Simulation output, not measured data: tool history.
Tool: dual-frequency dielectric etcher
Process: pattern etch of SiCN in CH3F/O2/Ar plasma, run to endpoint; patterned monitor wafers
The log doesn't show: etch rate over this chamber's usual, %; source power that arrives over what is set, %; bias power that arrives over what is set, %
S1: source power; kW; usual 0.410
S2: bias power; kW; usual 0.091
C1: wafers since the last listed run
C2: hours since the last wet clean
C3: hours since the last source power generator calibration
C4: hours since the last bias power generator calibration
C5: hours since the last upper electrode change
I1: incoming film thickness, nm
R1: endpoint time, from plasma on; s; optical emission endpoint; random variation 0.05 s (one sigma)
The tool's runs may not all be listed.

{"run": 1, "hour": 0.0, "S1": 0.41, "S2": 0.091, "C1": 0, "C2": 370.4, "C3": 2513.6, "C4": 3772.8, "C5": 2825.3, "I1": 7.13, "R1": 16.5}
{"run": 2, "hour": 31.1, "S1": 0.41, "S2": 0.091, "C1": 557, "C2": 401.5, "C3": 2544.7, "C4": 3803.9, "C5": 2856.4, "I1": 7.14, "R1": 16.4}
{"run": 3, "hour": 43.1, "S1": 0.41, "S2": 0.091, "C1": 214, "C2": 413.5, "C3": 2556.7, "C4": 3815.9, "C5": 2868.4, "I1": 7.08, "R1": 16.3}
{"run": 4, "hour": 103.1, "S1": 0.41, "S2": 0.098, "C1": 1074, "C2": 473.5, "C3": 2616.7, "C4": 3875.9, "C5": 2928.4, "I1": 7.01, "R1": 15.6}
{"hour": 130.3, "done": "wet clean of the chamber"}
{"run": 5, "hour": 135.4, "S1": 0.41, "S2": 0.098, "C1": 148, "C2": 5.1, "C3": 2649.0, "C4": 3908.2, "C5": 2960.7, "I1": 7.01, "R1": 15.9}
{"run": 6, "hour": 169.9, "S1": 0.41, "S2": 0.098, "C1": 618, "C2": 39.6, "C3": 2683.5, "C4": 3942.7, "C5": 2995.2, "I1": 7.1, "R1": 16.0}
{"run": 7, "hour": 223.7, "S1": 0.36, "S2": 0.091, "C1": 963, "C2": 93.4, "C3": 2737.3, "C4": 3996.5, "C5": 3049.0, "I1": 7.09, "R1": 17.0}
{"run": 8, "hour": 254.3, "S1": 0.41, "S2": 0.091, "C1": 548, "C2": 124.0, "C3": 2767.9, "C4": 4027.1, "C5": 3079.6, "I1": 7.14, "R1": 16.6}
{"hour": 260.3, "done": "bias power generator calibrated"}
{"run": 9, "hour": 275.3, "S1": 0.41, "S2": 0.091, "C1": 304, "C2": 145.0, "C3": 2788.9, "C4": 15.0, "C5": 3100.6, "I1": 7.15, "R1": 16.6}
{"run": 10, "hour": 293.6, "S1": 0.41, "S2": 0.091, "C1": 327, "C2": 163.3, "C3": 2807.2, "C4": 33.3, "C5": 3118.9, "I1": 7.08, "R1": 16.4}
{"run": 11, "hour": 322.7, "S1": 0.41, "S2": 0.091, "C1": 521, "C2": 192.4, "C3": 2836.3, "C4": 62.4, "C5": 3148.0, "I1": 7.12, "R1": 16.5}
{"run": 12, "hour": 351.5, "S1": 0.41, "S2": 0.091, "C1": 515, "C2": 221.2, "C3": 2865.1, "C4": 91.2, "C5": 3176.8, "I1": 7.09, "R1": 16.4}
{"run": 13, "hour": 368.3, "S1": 0.41, "S2": 0.091, "C1": 300, "C2": 238.0, "C3": 2881.9, "C4": 108.0, "C5": 3193.6, "I1": 7.09, "R1": 16.4}
{"hour": 386.1, "done": "source power generator calibrated"}
{"run": 14, "hour": 394.1, "S1": 0.41, "S2": 0.091, "C1": 390, "C2": 263.8, "C3": 8.0, "C4": 133.8, "C5": 3219.4, "I1": 7.14, "R1": 16.5}
{"run": 15, "hour": 417.6, "S1": 0.41, "S2": 0.073, "C1": 420, "C2": 287.3, "C3": 31.5, "C4": 157.3, "C5": 3242.9, "I1": 7.12, "R1": 18.0}
{"run": 16, "hour": 520.2, "S1": 0.48, "S2": 0.113, "C1": 1838, "C2": 389.9, "C3": 134.1, "C4": 259.9, "C5": 3345.5, "I1": 7.08, "R1": 14.3}
{"hour": 560.2, "done": "upper electrode replaced"}
{"run": 17, "hour": 560.7, "S1": 0.34, "S2": 0.072, "C1": 295, "C2": 430.4, "C3": 174.6, "C4": 300.4, "C5": 0.5, "I1": 7.1, "R1": 18.7}
{"run": 18, "hour": 567.2, "S1": 0.41, "S2": 0.111, "C1": 116, "C2": 436.9, "C3": 181.1, "C4": 306.9, "C5": 7.0, "I1": 7.1, "R1": 15.1}
{"hour": 596.1, "done": "wet clean of the chamber"}
{"run": 19, "hour": 596.6, "S1": 0.46, "S2": 0.112, "C1": 96, "C2": 0.5, "C3": 210.5, "C4": 336.3, "C5": 36.4, "I1": 7.09, "R1": 14.9}
{"run": 20, "hour": 607.9, "S1": 0.41, "S2": 0.073, "C1": 202, "C2": 11.8, "C3": 221.8, "C4": 347.6, "C5": 47.7, "I1": 7.07, "R1": 17.9}
{"run": 21, "hour": 643.1, "S1": 0.31, "S2": 0.102, "C1": 630, "C2": 47.0, "C3": 257.0, "C4": 382.8, "C5": 82.9, "I1": 7.08, "R1": 16.8}
{"run": 22, "hour": 726.0, "S1": 0.41, "S2": 0.085, "C1": 1485, "C2": 129.9, "C3": 339.9, "C4": 465.7, "C5": 165.8, "I1": 7.07, "R1": 16.8}
{"run": 23, "hour": 752.4, "S1": 0.41, "S2": 0.091, "C1": 472, "C2": 156.3, "C3": 366.3, "C4": 492.1, "C5": 192.2, "I1": 7.16, "R1": 16.6}
{"run": 24, "hour": 764.8, "S1": 0.41, "S2": 0.1, "C1": 222, "C2": 168.7, "C3": 378.7, "C4": 504.5, "C5": 204.6, "I1": 7.11, "R1": 15.8}
{"run": 25, "hour": 782.5, "S1": 0.35, "S2": 0.075, "C1": 317, "C2": 186.4, "C3": 396.4, "C4": 522.2, "C5": 222.3, "I1": 7.09, "R1": 18.4}

5 ways to go on from here, each from the tool as it stands after run 25. What would each give?
{"run": "A", "hour": 782.9, "S1": 0.41, "S2": 0.109, "C1": 7, "C2": 186.8, "C3": 396.8, "C4": 522.6, "C5": 222.7, "I1": 7.06, "R1": "?"}
{"run": "B", "hour": 782.9, "S1": 0.41, "S2": 0.079, "C1": 7, "C2": 186.8, "C3": 396.8, "C4": 522.6, "C5": 222.7, "I1": 7.06, "R1": "?"}
{"run": "C", "hour": 782.9, "S1": 0.38, "S2": 0.078, "C1": 7, "C2": 186.8, "C3": 396.8, "C4": 522.6, "C5": 222.7, "I1": 7.06, "R1": "?"}
{"run": "D", "hour": 782.9, "S1": 0.45, "S2": 0.102, "C1": 7, "C2": 186.8, "C3": 396.8, "C4": 522.6, "C5": 222.7, "I1": 7.06, "R1": "?"}
{"run": "E", "hour": 782.9, "S1": 0.49, "S2": 0.071, "C1": 7, "C2": 186.8, "C3": 396.8, "C4": 522.6, "C5": 222.7, "I1": 7.06, "R1": "?"}

run=A R1=15.2
run=B R1=17.3
run=C R1=17.7
run=D R1=15.2
run=E R1=17.1
Without the tool's hidden state the same runs would have given:
run=A R1=15.4
run=B R1=17.5
run=C R1=17.9
run=D R1=15.4
run=E R1=17.3
